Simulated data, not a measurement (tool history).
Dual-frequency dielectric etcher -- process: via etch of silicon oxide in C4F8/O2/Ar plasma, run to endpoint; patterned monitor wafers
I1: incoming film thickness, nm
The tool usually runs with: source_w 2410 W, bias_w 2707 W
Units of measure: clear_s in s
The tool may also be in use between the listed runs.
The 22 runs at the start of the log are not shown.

-- day=90.667 upper electrode replaced
run 23 day=91.917 | source_w=2080 bias_w=3270 | I1=1477.9 | clear_s=257.8
-- day=93.112 source power generator calibrated
run 24 day=94.792 | source_w=1920 bias_w=2707 | I1=1463.2 | clear_s=279.7
run 25 day=96.571 | source_w=2890 bias_w=2707 | I1=1500.8 | clear_s=237.4
-- day=100.196 wet clean of the chamber
run 26 day=100.217 | source_w=2410 bias_w=2707 | I1=1478.6 | clear_s=255.4
run 27 day=104.383 | source_w=2410 bias_w=2707 | I1=1477.1 | clear_s=253.7
run 28 day=107.925 | source_w=2740 bias_w=3196 | I1=1478.6 | clear_s=229.4
run 29 day=109.583 | source_w=2410 bias_w=3313 | I1=1474.3 | clear_s=241.2
run 30 day=113.525 | source_w=2410 bias_w=2707 | I1=1464.8 | clear_s=250.3
run 31 day=116.933 | source_w=2680 bias_w=3010 | I1=1481.9 | clear_s=236.3
run 32 day=118.833 | source_w=2410 bias_w=2707 | I1=1474.6 | clear_s=254.0
run 33 day=120.496 | source_w=1950 bias_w=3129 | I1=1473.5 | clear_s=269.0
run 34 day=122.821 | source_w=2410 bias_w=2707 | I1=1476.7 | clear_s=255.1
run 35 day=125.967 | source_w=2410 bias_w=2707 | I1=1475.9 | clear_s=254.7
-- day=127.954 bias power generator calibrated
-- day=130.204 wet clean of the chamber
run 36 day=130.454 | source_w=2680 bias_w=2707 | I1=1491.9 | clear_s=244.9

Predict each of these 3 candidate next runs independently; none follows another, all start after run 36:
run A day=130.475 | source_w=2410 bias_w=2707 | I1=1487.9 | clear_s=?
run B day=130.475 | source_w=1850 bias_w=2342 | I1=1487.9 | clear_s=?
run C day=130.475 | source_w=2410 bias_w=3346 | I1=1487.9 | clear_s=?

run=A clear_s=257.5
run=B clear_s=304.8
run=C clear_s=242.6
With no hidden state in the tool, these same runs would have given:
run=A clear_s=257.5
run=B clear_s=304.8
run=C clear_s=242.6
